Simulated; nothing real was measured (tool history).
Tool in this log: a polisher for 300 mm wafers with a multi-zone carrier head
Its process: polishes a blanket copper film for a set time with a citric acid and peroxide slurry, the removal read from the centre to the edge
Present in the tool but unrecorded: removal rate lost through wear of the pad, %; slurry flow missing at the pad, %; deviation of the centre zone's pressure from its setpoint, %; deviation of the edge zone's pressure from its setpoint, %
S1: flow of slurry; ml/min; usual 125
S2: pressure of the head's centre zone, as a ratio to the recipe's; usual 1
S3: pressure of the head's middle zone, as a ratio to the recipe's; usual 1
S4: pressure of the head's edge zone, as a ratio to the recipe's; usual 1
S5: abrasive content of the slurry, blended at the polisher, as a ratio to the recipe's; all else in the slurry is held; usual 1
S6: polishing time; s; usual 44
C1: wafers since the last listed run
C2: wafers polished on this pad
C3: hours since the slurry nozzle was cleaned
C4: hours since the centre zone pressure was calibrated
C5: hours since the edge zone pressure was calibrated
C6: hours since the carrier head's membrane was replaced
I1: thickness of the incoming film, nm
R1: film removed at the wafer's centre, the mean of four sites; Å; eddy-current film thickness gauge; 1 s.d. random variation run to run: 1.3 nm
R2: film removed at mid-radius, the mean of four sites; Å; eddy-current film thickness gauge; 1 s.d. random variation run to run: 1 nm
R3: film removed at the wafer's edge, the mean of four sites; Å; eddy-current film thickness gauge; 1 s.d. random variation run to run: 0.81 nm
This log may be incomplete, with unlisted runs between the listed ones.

{"run": 1, "hour": 0.0, "S1": 125, "S2": 1, "S3": 1, "S4": 1, "S5": 1, "S6": 44, "C1": 0, "C2": 1561, "C3": 267.4, "C4": 840.7, "C5": 354.1, "C6": 280.6, "I1": 598.7, "R1": 938, "R2": 945, "R3": 922}
{"run": 2, "hour": 101.8, "S1": 125, "S2": 1, "S3": 1, "S4": 1, "S5": 1, "S6": 44, "C1": 971, "C2": 2533, "C3": 369.2, "C4": 942.5, "C5": 455.9, "C6": 382.4, "I1": 607.4, "R1": 904, "R2": 905, "R3": 883}
{"hour": 125.1, "done": "worn pad replaced by a new one"}
{"run": 3, "hour": 200.1, "S1": 125, "S2": 1, "S3": 1, "S4": 1, "S5": 1, "S6": 44, "C1": 900, "C2": 715, "C3": 467.5, "C4": 1040.8, "C5": 554.2, "C6": 480.7, "I1": 613.1, "R1": 953, "R2": 1006, "R3": 971}
{"run": 4, "hour": 367.5, "S1": 125, "S2": 1, "S3": 1, "S4": 1, "S5": 1, "S6": 44, "C1": 1597, "C2": 2313, "C3": 634.9, "C4": 1208.2, "C5": 721.6, "C6": 648.1, "I1": 602, "R1": 905, "R2": 915, "R3": 900}
{"run": 5, "hour": 407.1, "S1": 125, "S2": 1, "S3": 1, "S4": 1, "S5": 1, "S6": 44, "C1": 377, "C2": 2691, "C3": 674.5, "C4": 1247.8, "C5": 761.2, "C6": 687.7, "I1": 605.7, "R1": 899, "R2": 891, "R3": 878}
{"run": 6, "hour": 447.6, "S1": 125, "S2": 1, "S3": 1, "S4": 1, "S5": 0.95, "S6": 44, "C1": 386, "C2": 3078, "C3": 715, "C4": 1288.3, "C5": 801.7, "C6": 728.2, "I1": 608.8, "R1": 853, "R2": 872, "R3": 843}
{"hour": 463.9, "done": "worn pad replaced by a new one"}
{"hour": 505.6, "done": "slurry nozzle cleaned"}
{"run": 7, "hour": 523.0, "S1": 125, "S2": 1, "S3": 1, "S4": 1, "S5": 0.95, "S6": 44, "C1": 671, "C2": 554, "C3": 17.4, "C4": 1363.7, "C5": 877.1, "C6": 803.6, "I1": 612.2, "R1": 940, "R2": 966, "R3": 968}
{"run": 8, "hour": 622.3, "S1": 125, "S2": 1, "S3": 1, "S4": 1, "S5": 0.95, "S6": 44, "C1": 947, "C2": 1502, "C3": 116.7, "C4": 1463, "C5": 976.4, "C6": 902.9, "I1": 611.7, "R1": 901, "R2": 951, "R3": 900}
{"run": 9, "hour": 711.5, "S1": 125, "S2": 1, "S3": 1, "S4": 1, "S5": 1, "S6": 44, "C1": 851, "C2": 2353, "C3": 205.9, "C4": 1552.2, "C5": 1065.6, "C6": 992.1, "I1": 602.9, "R1": 896, "R2": 937, "R3": 880}
{"hour": 746.8, "done": "centre zone pressure recalibrated"}
{"hour": 746.9, "done": "worn pad replaced by a new one"}
{"hour": 749.8, "done": "edge zone pressure recalibrated"}
{"run": 10, "hour": 816.3, "S1": 125, "S2": 1, "S3": 1, "S4": 1, "S5": 1, "S6": 44, "C1": 961, "C2": 643, "C3": 310.7, "C4": 69.5, "C5": 66.5, "C6": 1096.9, "I1": 604.2, "R1": 1008, "R2": 1010, "R3": 980}
{"run": 11, "hour": 861.2, "S1": 125, "S2": 1, "S3": 1, "S4": 0.95, "S5": 1, "S6": 44, "C1": 428, "C2": 1071, "C3": 355.6, "C4": 114.4, "C5": 111.4, "C6": 1141.8, "I1": 612.9, "R1": 981, "R2": 996, "R3": 934}
{"run": 12, "hour": 932.3, "S1": 125, "S2": 1, "S3": 1, "S4": 1, "S5": 1, "S6": 44, "C1": 678, "C2": 1750, "C3": 426.7, "C4": 185.5, "C5": 182.5, "C6": 1212.9, "I1": 609.7, "R1": 929, "R2": 966, "R3": 937}
{"run": 13, "hour": 980.6, "S1": 125, "S2": 1, "S3": 1, "S4": 1, "S5": 0.95, "S6": 44, "C1": 460, "C2": 2211, "C3": 475, "C4": 233.8, "C5": 230.8, "C6": 1261.2, "I1": 616.9, "R1": 893, "R2": 906, "R3": 901}
{"hour": 986.2, "done": "carrier head's membrane replaced by a new one"}
{"hour": 1059.9, "done": "worn pad replaced by a new one"}
{"run": 14, "hour": 1070.8, "S1": 125, "S2": 1, "S3": 1, "S4": 1, "S5": 1, "S6": 44, "C1": 774, "C2": 104, "C3": 565.2, "C4": 324, "C5": 321, "C6": 84.6, "I1": 597.1, "R1": 1006, "R2": 1001, "R3": 982}
{"run": 15, "hour": 1139.0, "S1": 125, "S2": 1.04, "S3": 0.95, "S4": 1.11, "S5": 1, "S6": 32, "C1": 650, "C2": 755, "C3": 633.4, "C4": 392.2, "C5": 389.2, "C6": 152.8, "I1": 607.1, "R1": 727, "R2": 691, "R3": 739}
{"hour": 1182.0, "done": "slurry nozzle cleaned"}
{"run": 16, "hour": 1194.0, "S1": 90, "S2": 1, "S3": 1, "S4": 1, "S5": 1.1, "S6": 44, "C1": 515, "C2": 1270, "C3": 12, "C4": 447.2, "C5": 444.2, "C6": 207.8, "I1": 608.3, "R1": 931, "R2": 926, "R3": 925}
{"run": 17, "hour": 1344.2, "S1": 155, "S2": 1, "S3": 1.08, "S4": 0.91, "S5": 1.1, "S6": 44, "C1": 1433, "C2": 2704, "C3": 162.2, "C4": 597.4, "C5": 594.4, "C6": 358, "I1": 612.2, "R1": 944, "R2": 1022, "R3": 885}
{"hour": 1358.6, "done": "worn pad replaced by a new one"}
{"run": 18, "hour": 1386.6, "S1": 145, "S2": 1, "S3": 1, "S4": 1, "S5": 0.9, "S6": 51, "C1": 366, "C2": 267, "C3": 204.6, "C4": 639.8, "C5": 636.8, "C6": 400.4, "I1": 602.8, "R1": 1154, "R2": 1157, "R3": 1121}
{"run": 19, "hour": 1476.5, "S1": 125, "S2": 1, "S3": 1, "S4": 1, "S5": 1, "S6": 44, "C1": 858, "C2": 1125, "C3": 294.5, "C4": 729.7, "C5": 726.7, "C6": 490.3, "I1": 619.6, "R1": 975, "R2": 991, "R3": 945}
{"run": 20, "hour": 1513.0, "S1": 125, "S2": 1.12, "S3": 1, "S4": 1, "S5": 0.75, "S6": 44, "C1": 348, "C2": 1473, "C3": 331, "C4": 766.2, "C5": 763.2, "C6": 526.8, "I1": 603.5, "R1": 959, "R2": 867, "R3": 858}

Hidden state at the last listed run before each entry between runs and at the first one after, where it differs:
Between runs 2 and 3: worn pad replaced by a new one (hour 125.1)
  removal rate lost through wear of the pad, %: 13 -> 4.38
  measured result minus the result with no hidden state, R1: -135 -> -43 Å; R2: -135 -> -46 Å; R3: -132 -> -44 Å
Between runs 6 and 7: worn pad replaced by a new one (hour 463.9); slurry nozzle cleaned (hour 505.6)
  removal rate lost through wear of the pad, %: 14.2 -> 4.39
  measured result minus the result with no hidden state, R1: -141 -> -43 Å; R2: -144 -> -45 Å; R3: -139 -> -44 Å
Between runs 9 and 10: centre zone pressure recalibrated (hour 746.8); worn pad replaced by a new one (hour 746.9); edge zone pressure recalibrated (hour 749.8)
  removal rate lost through wear of the pad, %: 11.9 -> 2.9
  measured result minus the result with no hidden state, R1: -121 -> -30 Å; R2: -126 -> -31 Å; R3: -118 -> -29 Å
Between runs 13 and 14: carrier head's membrane replaced by a new one (hour 986.2); worn pad replaced by a new one (hour 1059.9)
  removal rate lost through wear of the pad, %: 9.42 -> 1.86
  measured result minus the result with no hidden state, R1: -92 -> -19 Å; R2: -94 -> -19 Å; R3: -94 -> -19 Å
Between runs 15 and 16: slurry nozzle cleaned (hour 1182)
  removal rate lost through wear of the pad, %: 4.56 -> 6.74
  measured result minus the result with no hidden state, R1: -34 -> -68 Å; R2: -33 -> -67 Å; R3: -35 -> -67 Å
Between runs 17 and 18: worn pad replaced by a new one (hour 1358.6)
  removal rate lost through wear of the pad, %: 12.7 -> 2.11
  measured result minus the result with no hidden state, R1: -137 -> -25 Å; R2: -148 -> -25 Å; R3: -129 -> -25 Å
